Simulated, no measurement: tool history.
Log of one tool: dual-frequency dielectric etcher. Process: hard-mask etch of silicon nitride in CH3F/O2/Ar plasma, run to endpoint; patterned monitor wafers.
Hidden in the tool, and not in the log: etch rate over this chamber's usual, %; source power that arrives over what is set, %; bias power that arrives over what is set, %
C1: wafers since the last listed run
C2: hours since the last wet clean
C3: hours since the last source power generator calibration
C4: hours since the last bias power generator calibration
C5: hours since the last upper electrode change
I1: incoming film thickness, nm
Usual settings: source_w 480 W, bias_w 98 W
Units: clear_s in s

run 1 day=0.000 | source_w=480 bias_w=98 | C1=0 C2=392.2 C3=542.5 C4=487.4 C5=598.7 | I1=34.88 | clear_s=38.8
run 2 day=2.646 | source_w=480 bias_w=85 | C1=804 C2=455.7 C3=606.0 C4=550.9 C5=662.2 | I1=34.56 | clear_s=41.3
run 3 day=5.271 | source_w=480 bias_w=86 | C1=798 C2=518.7 C3=669.0 C4=613.9 C5=725.2 | I1=34.97 | clear_s=40.9
run 4 day=8.154 | source_w=480 bias_w=86 | C1=876 C2=587.9 C3=738.2 C4=683.1 C5=794.4 | I1=34.92 | clear_s=41.0
-- day=9.858 wet clean of the chamber
run 5 day=20.658 | source_w=480 bias_w=86 | C1=3497 C2=259.2 C3=1038.3 C4=983.2 C5=1094.5 | I1=34.60 | clear_s=41.3
run 6 day=22.988 | source_w=480 bias_w=79 | C1=708 C2=315.1 C3=1094.2 C4=1039.1 C5=1150.4 | I1=34.89 | clear_s=43.3
run 7 day=25.046 | source_w=480 bias_w=79 | C1=625 C2=364.5 C3=1143.6 C4=1088.5 C5=1199.8 | I1=34.96 | clear_s=44.1
run 8 day=27.246 | source_w=480 bias_w=98 | C1=668 C2=417.3 C3=1196.4 C4=1141.3 C5=1252.6 | I1=35.19 | clear_s=40.2
run 9 day=30.088 | source_w=480 bias_w=98 | C1=864 C2=485.5 C3=1264.6 C4=1209.5 C5=1320.8 | I1=35.09 | clear_s=39.7
run 10 day=33.050 | source_w=480 bias_w=98 | C1=900 C2=556.6 C3=1335.7 C4=1280.6 C5=1391.9 | I1=35.23 | clear_s=39.5
run 11 day=36.183 | source_w=480 bias_w=98 | C1=952 C2=631.8 C3=1410.9 C4=1355.8 C5=1467.1 | I1=34.87 | clear_s=39.2
-- day=38.562 wet clean of the chamber
run 12 day=38.583 | source_w=480 bias_w=98 | C1=425 C2=0.5 C3=1468.5 C4=1413.4 C5=1524.7 | I1=34.83 | clear_s=41.2
run 13 day=40.054 | source_w=380 bias_w=119 | C1=447 C2=35.8 C3=1503.8 C4=1448.7 C5=1560.0 | I1=34.93 | clear_s=41.1
run 14 day=41.888 | source_w=580 bias_w=87 | C1=557 C2=79.8 C3=1547.8 C4=1492.7 C5=1604.0 | I1=35.15 | clear_s=40.6
run 15 day=46.238 | source_w=480 bias_w=122 | C1=1322 C2=184.2 C3=1652.2 C4=1597.1 C5=1708.4 | I1=34.89 | clear_s=37.1
run 16 day=49.275 | source_w=410 bias_w=111 | C1=923 C2=257.1 C3=1725.1 C4=1670.0 C5=1781.3 | I1=34.88 | clear_s=41.0
run 17 day=51.358 | source_w=400 bias_w=98 | C1=633 C2=307.1 C3=1775.1 C4=1720.0 C5=1831.3 | I1=35.24 | clear_s=42.9
-- day=54.654 upper electrode replaced
run 18 day=54.675 | source_w=370 bias_w=113 | C1=704 C2=386.7 C3=1854.7 C4=1799.6 C5=0.5 | I1=35.05 | clear_s=41.8
run 19 day=58.142 | source_w=370 bias_w=98 | C1=1054 C2=469.9 C3=1937.9 C4=1882.8 C5=83.7 | I1=35.05 | clear_s=43.6
run 20 day=61.058 | source_w=420 bias_w=91 | C1=886 C2=539.9 C3=2007.9 C4=1952.8 C5=153.7 | I1=35.03 | clear_s=43.3
-- day=61.921 bias power generator calibrated
-- day=62.746 wet clean of the chamber
run 21 day=63.367 | source_w=440 bias_w=85 | C1=400 C2=14.9 C3=2063.3 C4=34.7 C5=209.1 | I1=34.78 | clear_s=44.4
run 22 day=66.092 | source_w=480 bias_w=98 | C1=828 C2=80.3 C3=2128.7 C4=100.1 C5=274.5 | I1=34.95 | clear_s=40.7
run 23 day=68.079 | source_w=400 bias_w=105 | C1=604 C2=128.0 C3=2176.4 C4=147.8 C5=322.2 | I1=34.81 | clear_s=42.4
run 24 day=69.658 | source_w=510 bias_w=98 | C1=480 C2=165.9 C3=2214.3 C4=185.7 C5=360.1 | I1=35.32 | clear_s=40.3
-- day=71.200 source power generator calibrated
run 25 day=74.004 | source_w=480 bias_w=98 | C1=1270 C2=270.2 C3=67.3 C4=290.0 C5=464.4 | I1=34.85 | clear_s=40.3
run 26 day=77.146 | source_w=480 bias_w=98 | C1=955 C2=345.6 C3=142.7 C4=365.4 C5=539.8 | I1=34.56 | clear_s=40.1
run 27 day=78.767 | source_w=520 bias_w=98 | C1=492 C2=384.5 C3=181.6 C4=404.3 C5=578.7 | I1=34.82 | clear_s=39.1
run 28 day=80.871 | source_w=380 bias_w=81 | C1=639 C2=435.0 C3=232.1 C4=454.8 C5=629.2 | I1=34.49 | clear_s=46.2
run 29 day=82.379 | source_w=560 bias_w=91 | C1=458 C2=471.2 C3=268.3 C4=491.0 C5=665.4 | I1=34.97 | clear_s=38.5
run 30 day=85.767 | source_w=400 bias_w=116 | C1=1029 C2=552.5 C3=349.6 C4=572.3 C5=746.7 | I1=34.54 | clear_s=38.6
-- day=87.842 wet clean of the chamber
run 31 day=89.800 | source_w=480 bias_w=82 | C1=922 C2=47.0 C3=446.4 C4=669.1 C5=843.5 | I1=34.96 | clear_s=44.1
run 32 day=91.421 | source_w=390 bias_w=121 | C1=492 C2=85.9 C3=485.3 C4=708.0 C5=882.4 | I1=34.96 | clear_s=40.5
run 33 day=93.833 | source_w=480 bias_w=98 | C1=733 C2=143.8 C3=543.2 C4=765.9 C5=940.3 | I1=35.16 | clear_s=41.1
run 34 day=97.546 | source_w=370 bias_w=106 | C1=1128 C2=232.9 C3=632.3 C4=855.0 C5=1029.4 | I1=34.83 | clear_s=43.3
run 35 day=99.871 | source_w=370 bias_w=115 | C1=706 C2=288.7 C3=688.1 C4=910.8 C5=1085.2 | I1=34.70 | clear_s=40.5
run 36 day=101.900 | source_w=430 bias_w=107 | C1=616 C2=337.4 C3=736.8 C4=959.5 C5=1133.9 | I1=34.99 | clear_s=40.3

What the log doesn't show, run by run:
source power that arrives over what is set, %: 0 in every run
bias power that arrives over what is set, %: 0 in every run
H1: etch rate over this chamber's usual, %
run=1 H1=4.31
run=2 H1=4.83
run=3 H1=5.35
run=4 H1=5.93
run=5 H1=3.09
run=6 H1=3.56
run=7 H1=3.97
run=8 H1=4.4
run=9 H1=4.97
run=10 H1=5.56
run=11 H1=6.18
run=12 H1=0.339
run=13 H1=0.632
run=14 H1=0.996
run=15 H1=1.86
run=16 H1=2.47
run=17 H1=2.88
run=18 H1=3.54
run=19 H1=4.23
run=20 H1=4.81
run=21 H1=0.502
run=22 H1=1.04
run=23 H1=1.44
run=24 H1=1.75
run=25 H1=2.62
run=26 H1=3.24
run=27 H1=3.57
run=28 H1=3.99
run=29 H1=4.29
run=30 H1=4.96
run=31 H1=0.774
run=32 H1=1.1
run=33 H1=1.58
run=34 H1=2.32
run=35 H1=2.78
run=36 H1=3.18
